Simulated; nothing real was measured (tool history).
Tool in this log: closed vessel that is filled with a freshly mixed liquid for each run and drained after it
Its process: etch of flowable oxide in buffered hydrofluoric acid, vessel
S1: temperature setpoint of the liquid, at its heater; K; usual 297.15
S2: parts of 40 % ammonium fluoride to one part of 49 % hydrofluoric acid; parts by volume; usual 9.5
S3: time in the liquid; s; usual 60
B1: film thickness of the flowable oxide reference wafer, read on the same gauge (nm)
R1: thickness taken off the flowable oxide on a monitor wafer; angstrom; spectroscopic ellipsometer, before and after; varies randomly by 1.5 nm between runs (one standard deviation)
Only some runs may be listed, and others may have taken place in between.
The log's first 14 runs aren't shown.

run 15 day=41.792 | S1=297.15 S2=9.5 S3=40 | B1=40.01 | R1=1482.6
run 16 day=45.933 | S1=297.15 S2=9.5 S3=60 | B1=40.04 | R1=2218.6
run 17 day=50.217 | S1=297.15 S2=13 S3=70 | B1=40 | R1=1920.3
run 18 day=53.258 | S1=299.15 S2=6 S3=70 | B1=40 | R1=4366.9
run 19 day=57.621 | S1=297.15 S2=7.5 S3=40 | B1=40.04 | R1=1839.6
run 20 day=59.25 | S1=297.15 S2=9.5 S3=45 | B1=40.02 | R1=1630.6
run 21 day=63.371 | S1=297.15 S2=8 S3=60 | B1=40.04 | R1=2545.3
-- day=64.275 thermometer replaced, repeated, since the last time left the tool worse
run 22 day=66.196 | S1=297.15 S2=7 S3=60 | B1=39.98 | R1=3371.4
run 23 day=68.392 | S1=297.15 S2=9.5 S3=60 | B1=39.99 | R1=2470.7
-- day=72.046 gauge calibrated
run 24 day=72.625 | S1=301.65 S2=8 S3=35 | B1=40.01 | R1=2150.8
run 25 day=76.862 | S1=294.65 S2=10.5 S3=35 | B1=40.01 | R1=1157
run 26 day=80.454 | S1=293.15 S2=9.5 S3=60 | B1=39.99 | R1=1969.4
run 27 day=83.771 | S1=297.15 S2=9.5 S3=60 | B1=40.01 | R1=2426.7
-- day=89.608 hydrofluoric acid flow meter replaced
run 28 day=95.983 | S1=297.15 S2=13 S3=40 | B1=39.99 | R1=1204.6
run 29 day=97.704 | S1=293.65 S2=9.5 S3=35 | B1=39.98 | R1=1149.6
run 30 day=99.375 | S1=297.15 S2=7 S3=90 | B1=40 | R1=4867.8
run 31 day=109.879 | S1=292.15 S2=7 S3=95 | B1=40.02 | R1=3853
run 32 day=112.858 | S1=297.15 S2=9.5 S3=35 | B1=40.01 | R1=1381.9
run 33 day=115.975 | S1=298.65 S2=10.5 S3=60 | B1=40 | R1=2347

Predict each of these 4 candidate next runs independently; none follows another, all start after run 33:
run A day=116.004 | S1=297.15 S2=6.5 S3=60 | B1=? | R1=?
run B day=116.004 | S1=297.15 S2=9.5 S3=50 | B1=? | R1=?
run C day=116.004 | S1=301.15 S2=7 S3=70 | B1=? | R1=?
run D day=116.004 | S1=297.15 S2=11 S3=60 | B1=? | R1=?

run=A B1=40.04 R1=3419.7
run=B B1=40.04 R1=1967.7
run=C B1=40.04 R1=4646.9
run=D B1=40.04 R1=2083.5
Stripped of hidden state, with their random variation kept, the same runs would have yielded:
run=A R1=3677.6
run=B R1=2116.3
run=C R1=4988
run=D R1=2241
